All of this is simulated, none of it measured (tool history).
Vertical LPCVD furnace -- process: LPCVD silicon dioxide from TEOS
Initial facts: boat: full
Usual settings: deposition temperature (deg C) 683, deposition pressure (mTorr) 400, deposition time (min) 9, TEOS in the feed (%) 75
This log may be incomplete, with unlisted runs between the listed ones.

run    hour  deposition temperature (deg C)  deposition pressure (mTorr)  deposition time (min)  TEOS in the feed (%)  read-back reference wafer on the same gauge, thickness  film thickness on the monitor wafer in the middle of the boat (angstrom)
  1       0                             690                          400                      9                    75                                                   52.86                                                                     618.9
  2    51.1                             690                          400                      9                    75                                                   52.71                                                                     614.6
  3    98.4                             690                          400                      9                    75                                                    52.8                                                                       619
  4   290.3                             683                          400                      9                    75                                                   52.87                                                                     528.3
      317.8  -- gauge calibrated
  5   348.7                             683                          400                      9                    75                                                    52.8                                                                     524.8
  6   398.2                             683                          400                      9                    75                                                    52.8                                                                     525.5
  7   465.8                             683                          400                      9                    83                                                   52.79                                                                     557.4
  8     495                             683                          400                      9                    75                                                   52.78                                                                     524.4
  9   532.7                             681                          400                      9                    75                                                   52.81                                                                     499.7
 10   578.3                             683                          400                      9                    75                                                   52.86                                                                     526.1
 11   627.7                             683                          400                      9                    75                                                   52.71                                                                     527.9
 12   690.7                             683                          400                      9                    75                                                   52.85                                                                     528.5
      727.5  -- thermocouples replaced and temperature profile calibrated
 13   760.9                             683                          400                      9                    75                                                   52.78                                                                     516.5
 14   829.1                             683                          400                      9                    75                                                   52.84                                                                     517.8
      896.4  -- pressure gauge zeroed
 15   900.7                             683                          400                      9                    75                                                    52.7                                                                     516.4
 16   944.2                             678                          400                      9                    84                                                    52.7                                                                     483.9
      980.4  -- TEOS flow controller replaced
 17   980.9                             683                          450                     11                    75                                                   52.89                                                                     668.5
 18  1028.7                             683                          355                      9                    75                                                   52.86                                                                     486.8
 19  1064.6                             689                          430                      9                    88                                                    52.7                                                                       669
 20  1100.5                             679                          365                      9                    66                                                   52.82                                                                     422.5
 21  1163.9                             683                          400                      9                    75                                                   52.75                                                                     520.1
 22  1203.7                             683                          400                      9                    75                                                   52.65                                                                     523.3
     1253.5  -- gauge calibrated
 23  1266.4                             683                          400                      9                    75                                                   52.75                                                                     518.2
 24  1325.8                             683                          350                      8                    75                                                   52.76                                                                     431.9
 25    1389                             683                          495                   11.5                    75                                                   52.72                                                                     736.8
 26  1421.4                             683                          400                      9                    75                                                   52.82                                                                     514.9
 27  1475.5                             695                          475                      6                    82                                                   52.83                                                                     523.5
 28  1531.6                             691                          400                      9                    70                                                   52.71                                                                     611.3
 29  1586.5                             683                          400                      9                    75                                                   52.83                                                                     519.8
 30    1626                             683                          400                   10.5                    75                                                   52.74                                                                     610.9
 31  1690.3                             683                          400                      9                    75                                                   52.72                                                                     519.1

Consider 4 possible next runs. They are alternatives, not a sequence: every one starts from the tool as it was left by run 31. What does each give?
  A  1694.2                             683                          400                      9                    75                                                       ?                                                                         ?
  B  1694.2                             683                          350                      9                    75                                                       ?                                                                         ?
  C  1694.2                             695                          400                     10                    75                                                       ?                                                                         ?
  D  1694.2                             683                          400                      7                    66                                                       ?                                                                         ?

run  read-back reference wafer on the same gauge, thickness  film thickness on the monitor wafer in the middle of the boat (angstrom)
  A                                                   52.81                                                                     520.9
  B                                                   52.81                                                                     487.2
  C                                                   52.81                                                                     769.8
  D                                                   52.81                                                                       380
With no hidden state in the tool, these same runs would have given:
run  film thickness on the monitor wafer in the middle of the boat (angstrom)
  A                                                                     514.8
  B                                                                     481.5
  C                                                                       761
  D                                                                     375.6
